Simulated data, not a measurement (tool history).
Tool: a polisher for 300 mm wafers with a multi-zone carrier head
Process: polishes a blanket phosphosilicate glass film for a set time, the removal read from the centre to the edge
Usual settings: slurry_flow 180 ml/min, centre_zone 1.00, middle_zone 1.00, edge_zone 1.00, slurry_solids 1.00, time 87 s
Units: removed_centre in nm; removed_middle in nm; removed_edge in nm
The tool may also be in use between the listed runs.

| run | hour | slurry_flow | centre_zone | middle_zone | edge_zone | slurry_solids | time | incoming thickness of the incoming film, nm | removed_centre | removed_middle | removed_edge |
|---|---|---|---|---|---|---|---|---|---|---|---|
| 1 | 0.0 | 180 | 1.00 | 1.00 | 1.00 | 1.00 | 87 | 2787.5 | 716.6 | 638.5 | 645.3 |
|  | 36.7 | worn pad replaced by a new one |
| 2 | 37.2 | 180 | 1.00 | 1.00 | 0.90 | 1.00 | 87 | 2800.5 | 709.1 | 638.1 | 619.0 |
| 3 | 50.8 | 180 | 0.96 | 0.95 | 0.92 | 1.00 | 58 | 2797.8 | 457.5 | 414.6 | 414.4 |
| 4 | 84.1 | 180 | 1.00 | 1.05 | 1.00 | 1.00 | 115 | 2783.0 | 935.9 | 887.5 | 847.4 |
|  | 88.0 | centre zone pressure recalibrated |
| 5 | 112.5 | 180 | 1.00 | 1.00 | 1.00 | 1.15 | 87 | 2774.4 | 805.8 | 682.6 | 679.9 |
| 6 | 130.6 | 180 | 1.00 | 1.00 | 1.00 | 1.00 | 87 | 2795.8 | 767.2 | 639.9 | 637.1 |
|  | 146.4 | carrier head's membrane replaced by a new one |
| 7 | 154.3 | 180 | 1.00 | 1.00 | 1.08 | 1.00 | 87 | 2730.3 | 749.5 | 628.9 | 666.0 |
|  | 156.4 | slurry nozzle cleaned |
| 8 | 172.8 | 180 | 1.00 | 0.92 | 1.00 | 1.00 | 87 | 2793.9 | 753.9 | 592.2 | 645.5 |
| 9 | 203.7 | 205 | 1.03 | 1.00 | 1.09 | 1.00 | 97 | 2771.7 | 868.5 | 729.9 | 763.7 |
| 10 | 231.6 | 180 | 1.00 | 1.00 | 1.00 | 1.00 | 87 | 2780.8 | 747.3 | 645.4 | 626.5 |
| 11 | 253.4 | 180 | 1.00 | 1.00 | 1.05 | 1.00 | 87 | 2793.2 | 751.9 | 637.8 | 650.4 |
| 12 | 267.6 | 180 | 1.06 | 1.00 | 1.00 | 1.00 | 110 | 2752.8 | 1004.8 | 814.7 | 815.3 |
|  | 273.6 | centre zone pressure recalibrated, repeated, since the last time left the tool worse |
| 13 | 281.0 | 215 | 0.89 | 1.00 | 1.09 | 0.70 | 87 | 2764.2 | 489.7 | 551.7 | 561.5 |
|  | 305.3 | worn pad replaced by a new one |
| 14 | 310.0 | 120 | 1.00 | 0.95 | 1.00 | 1.00 | 87 | 2767.4 | 591.7 | 574.5 | 613.1 |
| 15 | 400.5 | 180 | 1.00 | 1.00 | 1.00 | 1.00 | 87 | 2772.5 | 640.7 | 631.0 | 642.7 |
| 16 | 426.9 | 125 | 1.00 | 1.03 | 1.00 | 1.10 | 87 | 2731.9 | 638.4 | 646.5 | 642.9 |
| 17 | 443.3 | 145 | 0.95 | 1.00 | 1.00 | 1.00 | 87 | 2784.1 | 595.2 | 621.9 | 621.7 |
| 18 | 468.6 | 225 | 1.09 | 1.00 | 1.00 | 1.00 | 87 | 2760.2 | 726.9 | 655.2 | 651.1 |
| 19 | 498.4 | 180 | 0.92 | 1.00 | 1.00 | 1.00 | 96 | 2790.0 | 655.6 | 712.2 | 711.1 |
| 20 | 512.6 | 180 | 1.00 | 1.00 | 1.05 | 1.25 | 87 | 2735.1 | 721.2 | 704.2 | 722.3 |
|  | 522.0 | worn pad replaced by a new one |
| 21 | 546.4 | 180 | 1.00 | 1.00 | 1.00 | 1.00 | 87 | 2805.0 | 665.7 | 648.2 | 636.6 |

4 ways to go on from here, each from the tool as it stands after run 21. What would each give?
| A | 546.8 | 180 | 1.00 | 1.00 | 1.00 | 1.00 | 87 | 2816.3 | ? | ? | ? |
| B | 546.8 | 180 | 0.92 | 1.00 | 1.10 | 1.00 | 87 | 2816.3 | ? | ? | ? |
| C | 546.8 | 180 | 1.00 | 1.00 | 0.91 | 1.00 | 87 | 2816.3 | ? | ? | ? |
| D | 546.8 | 180 | 1.00 | 1.10 | 1.00 | 0.80 | 87 | 2816.3 | ? | ? | ? |

| run | removed_centre | removed_middle | removed_edge |
|---|---|---|---|
| A | 640.9 | 649.8 | 636.3 |
| B | 589.3 | 650.0 | 667.0 |
| C | 640.9 | 649.9 | 608.6 |
| D | 572.6 | 629.1 | 567.4 |
Without the tool's hidden state the same runs would have given:
| run | removed_centre | removed_middle | removed_edge |
|---|---|---|---|
| A | 643.0 | 649.8 | 636.3 |
| B | 591.2 | 650.0 | 667.0 |
| C | 643.0 | 649.9 | 608.6 |
| D | 574.5 | 629.1 | 567.4 |

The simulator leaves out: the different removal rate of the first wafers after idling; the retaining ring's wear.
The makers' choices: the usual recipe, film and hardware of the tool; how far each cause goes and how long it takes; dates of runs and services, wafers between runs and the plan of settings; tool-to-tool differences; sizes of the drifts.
